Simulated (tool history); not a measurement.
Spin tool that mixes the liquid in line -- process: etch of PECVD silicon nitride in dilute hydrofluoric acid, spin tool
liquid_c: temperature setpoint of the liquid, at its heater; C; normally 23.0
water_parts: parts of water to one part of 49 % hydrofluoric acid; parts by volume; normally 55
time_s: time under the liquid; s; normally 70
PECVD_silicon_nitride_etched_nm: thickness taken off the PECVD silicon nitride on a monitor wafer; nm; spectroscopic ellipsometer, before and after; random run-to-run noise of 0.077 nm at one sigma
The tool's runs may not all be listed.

run	hour	liquid_c	water_parts	time_s	read-back film thickness of the PECVD silicon nitride reference wafer, read on the same gauge (nm)	PECVD_silicon_nitride_etched_nm
1	0.0	23.0	55	55	110.00	6.08
2	39.9	23.0	55	55	109.99	6.05
3	141.3	23.0	55	70	110.00	7.76
4	216.4	23.0	55	70	110.02	7.83
5	305.7	23.0	55	70	110.01	7.80
6	368.5	23.0	55	70	110.00	7.80
7	414.6	26.5	55	70	109.98	10.09
# hour 453.9: hydrofluoric acid flow meter replaced
8	499.2	26.5	55	70	109.98	9.70
9	589.4	23.0	55	70	110.02	7.85
10	643.9	23.0	55	70	110.01	7.80
11	716.5	23.0	55	70	110.00	7.82
12	819.7	18.5	40	90	110.00	9.91
# hour 850.2: gauge calibrated
13	877.8	21.0	45	50	110.00	5.88
14	925.6	23.0	55	70	110.01	7.79
15	1004.5	23.0	55	70	110.00	7.73
# hour 1036.3: thermometer replaced
16	1076.0	23.0	55	90	110.00	9.96
17	1124.5	28.0	55	70	110.00	10.72
18	1187.8	27.0	55	70	110.02	10.18
19	1247.2	26.5	55	70	110.01	9.92
20	1296.5	26.5	75	50	109.99	5.14
21	1391.9	25.0	55	105	109.99	13.40

Each row is a separate what-if for the run after 21, all from the same tool condition, not one after another. Results?
A	1392.3	23.0	55	35	?	?
B	1392.3	23.0	55	40	?	?
C	1392.3	27.5	40	90	?	?
D	1392.3	21.0	70	105	?	?
E	1392.3	21.0	55	90	?	?

run	read-back film thickness of the PECVD silicon nitride reference wafer, read on the same gauge (nm)	PECVD_silicon_nitride_etched_nm
A	110.00	3.87
B	110.00	4.43
C	110.00	18.39
D	110.00	8.01
E	110.00	8.69
With no hidden state in the tool, these same runs would have given:
run	PECVD_silicon_nitride_etched_nm
A	3.87
B	4.43
C	18.39
D	8.01
E	8.69
